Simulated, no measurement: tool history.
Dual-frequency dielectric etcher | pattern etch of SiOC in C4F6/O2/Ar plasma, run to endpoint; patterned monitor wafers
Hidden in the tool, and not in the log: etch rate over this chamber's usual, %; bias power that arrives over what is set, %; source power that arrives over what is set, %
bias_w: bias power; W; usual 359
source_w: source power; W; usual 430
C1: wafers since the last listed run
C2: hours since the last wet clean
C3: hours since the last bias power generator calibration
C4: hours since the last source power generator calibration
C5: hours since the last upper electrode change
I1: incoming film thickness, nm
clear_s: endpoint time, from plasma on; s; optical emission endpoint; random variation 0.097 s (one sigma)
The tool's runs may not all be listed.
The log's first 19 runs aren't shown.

{"run": 20, "hour": 345.3, "bias_w": 359, "source_w": 430, "C1": 195, "C2": 135.2, "C3": 73.5, "C4": 143.7, "C5": 96.2, "I1": 35.09, "clear_s": 13}
{"run": 21, "hour": 351.4, "bias_w": 359, "source_w": 460, "C1": 130, "C2": 141.3, "C3": 79.6, "C4": 149.8, "C5": 102.3, "I1": 34.98, "clear_s": 12.5}
{"run": 22, "hour": 360.3, "bias_w": 276, "source_w": 390, "C1": 190, "C2": 150.2, "C3": 88.5, "C4": 158.7, "C5": 111.2, "I1": 34.92, "clear_s": 14.3}
{"run": 23, "hour": 367.5, "bias_w": 430, "source_w": 330, "C1": 154, "C2": 157.4, "C3": 95.7, "C4": 165.9, "C5": 118.4, "I1": 35.05, "clear_s": 14.1}
{"run": 24, "hour": 379.8, "bias_w": 359, "source_w": 520, "C1": 263, "C2": 169.7, "C3": 108, "C4": 178.2, "C5": 130.7, "I1": 35.06, "clear_s": 11.7}
{"run": 25, "hour": 392.4, "bias_w": 447, "source_w": 490, "C1": 270, "C2": 182.3, "C3": 120.6, "C4": 190.8, "C5": 143.3, "I1": 35, "clear_s": 11.5}
{"run": 26, "hour": 409.7, "bias_w": 359, "source_w": 510, "C1": 370, "C2": 199.6, "C3": 137.9, "C4": 208.1, "C5": 160.6, "I1": 35.04, "clear_s": 11.8}
{"run": 27, "hour": 417.8, "bias_w": 281, "source_w": 430, "C1": 173, "C2": 207.7, "C3": 146, "C4": 216.2, "C5": 168.7, "I1": 35.11, "clear_s": 13.6}
{"run": 28, "hour": 453.9, "bias_w": 359, "source_w": 350, "C1": 773, "C2": 243.8, "C3": 182.1, "C4": 252.3, "C5": 204.8, "I1": 35.01, "clear_s": 14}
{"run": 29, "hour": 469.5, "bias_w": 274, "source_w": 400, "C1": 334, "C2": 259.4, "C3": 197.7, "C4": 267.9, "C5": 220.4, "I1": 35.18, "clear_s": 14.1}
{"run": 30, "hour": 476.8, "bias_w": 383, "source_w": 470, "C1": 156, "C2": 266.7, "C3": 205, "C4": 275.2, "C5": 227.7, "I1": 35.18, "clear_s": 12.2}

Forecast each of these 3 alternatives for the next run:
{"run": "A", "hour": 477.2, "bias_w": 359, "source_w": 370, "C1": 8, "C2": 267.1, "C3": 205.4, "C4": 275.6, "C5": 228.1, "I1": 35.27, "clear_s": "?"}
{"run": "B", "hour": 477.2, "bias_w": 313, "source_w": 520, "C1": 8, "C2": 267.1, "C3": 205.4, "C4": 275.6, "C5": 228.1, "I1": 35.27, "clear_s": "?"}
{"run": "C", "hour": 477.2, "bias_w": 397, "source_w": 470, "C1": 8, "C2": 267.1, "C3": 205.4, "C4": 275.6, "C5": 228.1, "I1": 35.27, "clear_s": "?"}

run=A clear_s=13.6
run=B clear_s=11.9
run=C clear_s=11.8
Without the tool's hidden state the same runs would have given:
run=A clear_s=14
run=B clear_s=12.3
run=C clear_s=12.1
